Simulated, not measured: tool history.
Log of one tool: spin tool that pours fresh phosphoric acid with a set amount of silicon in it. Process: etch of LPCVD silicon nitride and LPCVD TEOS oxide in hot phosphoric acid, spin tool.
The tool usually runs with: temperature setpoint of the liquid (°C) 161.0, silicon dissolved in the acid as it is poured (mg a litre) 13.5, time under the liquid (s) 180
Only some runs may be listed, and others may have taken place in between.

run	hour	temperature setpoint of the liquid (°C)	silicon dissolved in the acid as it is poured (mg a litre)	time under the liquid (s)	read-back film thickness of the LPCVD silicon nitride reference wafer, read on the same gauge (nm)	read-back film thickness of the LPCVD TEOS oxide reference wafer, read on the same gauge (nm)	thickness taken off the LPCVD silicon nitride on a monitor wafer (nm)	thickness taken off the LPCVD TEOS oxide on a monitor wafer (nm)
1	0.0	161.0	13.5	180	80.00	109.992	17.72	0.592
2	54.9	160.0	13.5	180	79.99	110.052	17.21	0.476
3	109.4	160.0	13.5	180	79.99	109.983	17.35	0.432
4	150.7	161.0	20.5	180	80.01	110.030	17.78	0.469
5	213.3	161.0	20.5	180	80.00	110.004	17.90	0.466
6	248.9	161.0	13.5	125	80.01	110.013	12.51	0.411
7	304.4	161.0	13.5	125	80.00	110.015	12.59	0.373
# hour 365.1: dissolved silicon flow meter replaced
8	371.9	161.0	13.5	125	80.01	110.002	12.56	0.404
# hour 417.8: gauge calibrated
9	421.4	161.0	13.5	230	80.01	110.014	23.21	0.750
10	469.6	161.0	13.5	230	79.98	109.983	23.26	0.739
11	507.6	161.0	13.5	180	80.03	110.008	18.14	0.632
12	549.9	158.5	9.0	145	79.97	110.011	13.58	0.408
# hour 569.8: thermometer replaced
13	589.5	161.0	21.5	95	80.00	109.974	9.04	0.215
14	687.1	161.0	5.5	115	80.00	110.032	10.98	0.381
15	740.0	162.5	13.5	275	80.01	109.995	27.74	0.885
# hour 743.1: heated supply line repaired
16	793.2	161.0	18.5	140	79.99	110.010	13.48	0.341
17	838.2	161.0	13.5	120	79.99	110.005	11.53	0.323
18	880.6	159.5	8.0	130	80.00	109.937	11.93	0.401
19	924.6	161.0	13.5	180	80.01	109.971	17.35	0.504
20	972.6	158.5	3.0	180	79.99	110.012	16.10	0.522
21	1001.8	162.0	13.5	250	80.01	110.028	24.95	0.799

Branching from run 21: 4 alternative next runs. What would each branch give?
A	1002.3	161.0	23.0	180	?	?	?	?
B	1002.3	161.0	13.5	140	?	?	?	?
C	1002.3	162.5	19.0	180	?	?	?	?
D	1002.3	161.0	17.5	265	?	?	?	?

run	read-back film thickness of the LPCVD silicon nitride reference wafer, read on the same gauge (nm)	read-back film thickness of the LPCVD TEOS oxide reference wafer, read on the same gauge (nm)	thickness taken off the LPCVD silicon nitride on a monitor wafer (nm)	thickness taken off the LPCVD TEOS oxide on a monitor wafer (nm)
A	79.99	109.959	17.59	0.471
B	79.99	109.959	13.68	0.475
C	79.99	109.959	18.48	0.592
D	79.99	109.959	25.89	0.813
What these runs would have given with no unlogged condition in the tool:
run	thickness taken off the LPCVD silicon nitride on a monitor wafer (nm)	thickness taken off the LPCVD TEOS oxide on a monitor wafer (nm)
A	17.13	0.445
B	13.32	0.448
C	18.01	0.558
D	25.22	0.767

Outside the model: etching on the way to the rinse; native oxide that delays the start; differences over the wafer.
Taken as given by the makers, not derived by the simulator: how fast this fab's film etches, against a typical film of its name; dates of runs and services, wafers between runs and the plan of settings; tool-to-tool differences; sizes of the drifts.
